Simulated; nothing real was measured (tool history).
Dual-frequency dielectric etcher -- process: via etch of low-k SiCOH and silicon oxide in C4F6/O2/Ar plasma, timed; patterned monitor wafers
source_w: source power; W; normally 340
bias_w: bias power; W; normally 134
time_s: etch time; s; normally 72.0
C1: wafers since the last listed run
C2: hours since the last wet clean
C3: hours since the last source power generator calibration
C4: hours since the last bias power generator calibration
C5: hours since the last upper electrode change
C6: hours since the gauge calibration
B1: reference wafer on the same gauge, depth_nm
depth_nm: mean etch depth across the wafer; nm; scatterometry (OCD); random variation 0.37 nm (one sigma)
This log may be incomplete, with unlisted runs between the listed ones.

Run 1, hour 0.0: usual settings but source_w 390 W, bias_w 117 W; C1 0; C2 293.6; C3 3501.3; C4 3723.5; C5 4542.4; C6 3378.7; B1 165.0. Result: depth_nm 177.2 nm.
Run 2, hour 84.8: usual settings; C1 737; C2 378.4; C3 3586.1; C4 3808.3; C5 4627.2; C6 3463.5; B1 165.0. Result: depth_nm 171.8 nm.
Run 3, hour 148.8: usual settings; C1 556; C2 442.4; C3 3650.1; C4 3872.3; C5 4691.2; C6 3527.5; B1 165.1. Result: depth_nm 171.3 nm.
Run 4, hour 241.0: usual settings; C1 802; C2 534.6; C3 3742.3; C4 3964.5; C5 4783.4; C6 3619.7; B1 165.0. Result: depth_nm 170.5 nm.
At hour 325.0: bias power generator calibrated.
Run 5, hour 341.6: usual settings; C1 840; C2 635.2; C3 3842.9; C4 16.6; C5 4884.0; C6 3720.3; B1 164.9. Result: depth_nm 170.3 nm.
At hour 403.9: wet clean of the chamber.
Run 6, hour 404.4: usual settings but bias_w 119 W, time_s 83.5 s; C1 337; C2 0.5; C3 3905.7; C4 79.4; C5 4946.8; C6 3783.1; B1 164.9. Result: depth_nm 193.0 nm.
Run 7, hour 457.0: usual settings but bias_w 119 W, time_s 83.5 s; C1 457; C2 53.1; C3 3958.3; C4 132.0; C5 4999.4; C6 3835.7; B1 164.9. Result: depth_nm 193.4 nm.
At hour 643.7: gauge calibrated.
At hour 736.1: source power generator calibrated.
Run 8, hour 749.9: usual settings but source_w 410 W, time_s 85.0 s; C1 2513; C2 346.0; C3 13.8; C4 424.9; C5 5292.3; C6 106.2; B1 165.1. Result: depth_nm 224.2 nm.
Run 9, hour 854.7: usual settings but source_w 380 W, bias_w 145 W; C1 911; C2 450.8; C3 118.6; C4 529.7; C5 5397.1; C6 211.0; B1 165.0. Result: depth_nm 188.1 nm.
At hour 909.6: upper electrode replaced.
Run 10, hour 926.5: usual settings; C1 415; C2 522.6; C3 190.4; C4 601.5; C5 16.9; C6 282.8; B1 164.9. Result: depth_nm 171.1 nm.
Run 11, hour 988.6: usual settings but source_w 280 W, bias_w 149 W, time_s 57.5 s; C1 540; C2 584.7; C3 252.5; C4 663.6; C5 79.0; C6 344.9; B1 165.1. Result: depth_nm 126.3 nm.
At hour 1099.3: wet clean of the chamber.
Run 12, hour 1099.8: usual settings but source_w 290 W, bias_w 152 W, time_s 80.5 s; C1 758; C2 0.5; C3 363.7; C4 774.8; C5 190.2; C6 456.1; B1 165.0. Result: depth_nm 186.5 nm.
Run 13, hour 1192.4: usual settings but source_w 300 W, bias_w 145 W, time_s 54.5 s; C1 805; C2 93.1; C3 456.3; C4 867.4; C5 282.8; C6 548.7; B1 165.0. Result: depth_nm 126.1 nm.
Run 14, hour 1273.2: usual settings but source_w 300 W, bias_w 151 W; C1 702; C2 173.9; C3 537.1; C4 948.2; C5 363.6; C6 629.5; B1 165.1. Result: depth_nm 168.2 nm.
Run 15, hour 1363.9: usual settings but source_w 390 W, bias_w 125 W, time_s 60.5 s; C1 789; C2 264.6; C3 627.8; C4 1038.9; C5 454.3; C6 720.2; B1 165.2. Result: depth_nm 152.8 nm.
Run 16, hour 1447.4: usual settings; C1 726; C2 348.1; C3 711.3; C4 1122.4; C5 537.8; C6 803.7; B1 165.1. Result: depth_nm 172.2 nm.
Run 17, hour 1516.4: usual settings but bias_w 105 W; C1 600; C2 417.1; C3 780.3; C4 1191.4; C5 606.8; C6 872.7; B1 165.0. Result: depth_nm 157.6 nm.
Run 18, hour 1579.7: usual settings; C1 550; C2 480.4; C3 843.6; C4 1254.7; C5 670.1; C6 936.0; B1 164.9. Result: depth_nm 171.2 nm.
Run 19, hour 1648.2: usual settings but source_w 380 W, bias_w 148 W, time_s 79.5 s; C1 595; C2 548.9; C3 912.1; C4 1323.2; C5 738.6; C6 1004.5; B1 165.0. Result: depth_nm 207.5 nm.
At hour 1719.9: wet clean of the chamber.
Run 20, hour 1720.4: usual settings; C1 419; C2 0.5; C3 984.3; C4 1395.4; C5 810.8; C6 1076.7; B1 165.0. Result: depth_nm 173.6 nm.
Run 21, hour 1814.7: usual settings but bias_w 121 W; C1 820; C2 94.8; C3 1078.6; C4 1489.7; C5 905.1; C6 1171.0; B1 165.1. Result: depth_nm 166.6 nm.
Run 22, hour 1964.5: usual settings but time_s 50.5 s; C1 1303; C2 244.6; C3 1228.4; C4 1639.5; C5 1054.9; C6 1320.8; B1 165.0. Result: depth_nm 120.7 nm.
Run 23, hour 2059.0: usual settings but source_w 260 W, bias_w 153 W, time_s 53.5 s; C1 822; C2 339.1; C3 1322.9; C4 1734.0; C5 1149.4; C6 1415.3; B1 164.9. Result: depth_nm 113.8 nm.
Run 24, hour 2129.1: usual settings; C1 609; C2 409.2; C3 1393.0; C4 1804.1; C5 1219.5; C6 1485.4; B1 165.0. Result: depth_nm 170.9 nm.
Run 25, hour 2178.6: usual settings but source_w 420 W; C1 430; C2 458.7; C3 1442.5; C4 1853.6; C5 1269.0; C6 1534.9; B1 165.1. Result: depth_nm 192.2 nm.
Run 26, hour 2307.9: usual settings; C1 1124; C2 588.0; C3 1571.8; C4 1982.9; C5 1398.3; C6 1664.2; B1 165.2. Result: depth_nm 171.1 nm.
Run 27, hour 2357.9: usual settings; C1 434; C2 638.0; C3 1621.8; C4 2032.9; C5 1448.3; C6 1714.2; B1 165.0. Result: depth_nm 170.4 nm.
At hour 2429.4: wet clean of the chamber.
Run 28, hour 2552.3: usual settings; C1 1482; C2 122.9; C3 1816.2; C4 2227.3; C5 1642.7; C6 1908.6; B1 165.1. Result: depth_nm 172.3 nm.

How would selected steps in depth_nm from run to run divide? Give the signed amount a tool lacking its hidden state would still show from settings, what came in and random variation, and the signed amount left for the hidden state, including any gauge scatter that is not in both of the compared results.
Hidden state present: etch rate over this chamber's usual, %; source power that arrives over what is set, %; bias power that arrives over what is set, %; gauge reads high (%).
Run 5 -> 6: bias_w 134 -> 119, time_s 72.0 -> 83.5, wet clean of the chamber. depth_nm +22.7 nm: hidden state +3.3, all else +19.4.
Run 11 -> 12: source_w 280 -> 290, bias_w 149 -> 152, time_s 57.5 -> 80.5, wet clean of the chamber. depth_nm +60.2 nm: hidden state +2.4, all else +57.8.
Run 12 -> 13: source_w 290 -> 300, bias_w 152 -> 145, time_s 80.5 -> 54.5. depth_nm -60.4 nm: hidden state -0.4, all else -60.0.
Run 19 -> 20: source_w 380 -> 340, bias_w 148 -> 134, time_s 79.5 -> 72.0, wet clean of the chamber. depth_nm -33.9 nm: hidden state +3.5, all else -37.4.

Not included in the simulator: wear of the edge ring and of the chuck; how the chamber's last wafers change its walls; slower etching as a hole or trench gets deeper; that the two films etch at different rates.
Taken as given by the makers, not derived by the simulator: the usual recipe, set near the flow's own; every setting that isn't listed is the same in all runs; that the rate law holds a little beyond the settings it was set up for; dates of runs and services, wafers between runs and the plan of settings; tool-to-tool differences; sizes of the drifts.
